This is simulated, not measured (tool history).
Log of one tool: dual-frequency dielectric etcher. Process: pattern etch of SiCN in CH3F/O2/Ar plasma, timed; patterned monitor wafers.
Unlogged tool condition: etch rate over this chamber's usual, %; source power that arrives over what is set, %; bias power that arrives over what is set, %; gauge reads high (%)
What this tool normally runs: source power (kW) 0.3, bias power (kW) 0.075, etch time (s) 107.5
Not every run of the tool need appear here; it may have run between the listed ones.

run	hour	source power (kW)	bias power (kW)	etch time (s)	wafers since the last listed run	hours since the last wet clean	hours since the last source power generator calibration	hours since the last bias power generator calibration	hours since the last upper electrode change	hours since the gauge calibration	read-back reference wafer on the same gauge, depth_nm	mean etch depth across the wafer (Å)
1	0	0.35	0.075	107.5	0	350.8	5135.2	2487.3	4982.7	2852	34.22	425.2
2	26.7	0.3	0.068	88.5	255	377.5	5161.9	2514	5009.4	2878.7	34.24	324
3	78.3	0.3	0.068	88.5	494	429.1	5213.5	2565.6	5061	2930.3	34.26	323.4
4	115.3	0.3	0.068	88.5	354	466.1	5250.5	2602.6	5098	2967.3	34.14	325
5	173.5	0.3	0.079	100	557	524.3	5308.7	2660.8	5156.2	3025.5	34.13	382.7
# hour 187.2: source power generator calibrated
# hour 217.1: wet clean of the chamber
6	226	0.25	0.093	136.5	234	8.9	38.8	2713.3	5208.7	3078	34.23	492.4
7	287.6	0.3	0.075	86	589	70.5	100.4	2774.9	5270.3	3139.6	34.14	310.9
8	354.6	0.28	0.075	119	641	137.5	167.4	2841.9	5337.3	3206.6	34.15	424.4
# hour 387: gauge calibrated
9	394.5	0.3	0.06	94.5	382	177.4	207.3	2881.8	5377.2	7.5	34.24	327.1
10	419.8	0.24	0.057	87	242	202.7	232.6	2907.1	5402.5	32.8	34.24	275.6
# hour 526.8: bias power generator calibrated
11	569.4	0.3	0.06	94.5	1394	352.3	382.2	42.6	5552.1	182.4	34.19	331.4
12	623.6	0.25	0.075	81	518	406.5	436.4	96.8	5606.3	236.6	34.16	282.4
13	661.2	0.37	0.075	107.5	360	444.1	474	134.4	5643.9	274.2	34.11	433.2
14	719	0.3	0.069	125.5	553	501.9	531.8	192.2	5701.7	332	34.22	464.4
# hour 799.5: wet clean of the chamber
# hour 809.8: upper electrode replaced
15	810.3	0.3	0.075	107.5	545	10.8	623.1	283.5	0.5	423.3	34.2	389
16	831.5	0.3	0.075	107.5	202	32	644.3	304.7	21.7	444.5	34.21	390
17	873.8	0.3	0.075	107.5	405	74.3	686.6	347	64	486.8	34.18	394.9
18	922.1	0.24	0.058	96	462	122.6	734.9	395.3	112.3	535.1	34.14	302.1
19	1020.8	0.3	0.075	82.5	945	221.3	833.6	494	211	633.8	34.23	303
20	1061.8	0.32	0.089	107.5	392	262.3	874.6	535	252	674.8	34.22	428.7
21	1117.3	0.37	0.085	79.5	531	317.8	930.1	590.5	307.5	730.3	34.18	332.1
22	1181.6	0.3	0.064	136	615	382.1	994.4	654.8	371.8	794.6	34.19	485.5
23	1250.5	0.3	0.064	136	659	451	1063.3	723.7	440.7	863.5	34.2	491.1

What will run 24 give?
24	1310.3	0.3	0.075	117.5	572	510.8	1123.1	783.5	500.5	923.3	?	?

read-back reference wafer on the same gauge, depth_nm: 34.2
mean etch depth across the wafer (Å): 449
The same run, on a tool lacking any hidden state, would have yielded mean etch depth across the wafer (Å) 427.

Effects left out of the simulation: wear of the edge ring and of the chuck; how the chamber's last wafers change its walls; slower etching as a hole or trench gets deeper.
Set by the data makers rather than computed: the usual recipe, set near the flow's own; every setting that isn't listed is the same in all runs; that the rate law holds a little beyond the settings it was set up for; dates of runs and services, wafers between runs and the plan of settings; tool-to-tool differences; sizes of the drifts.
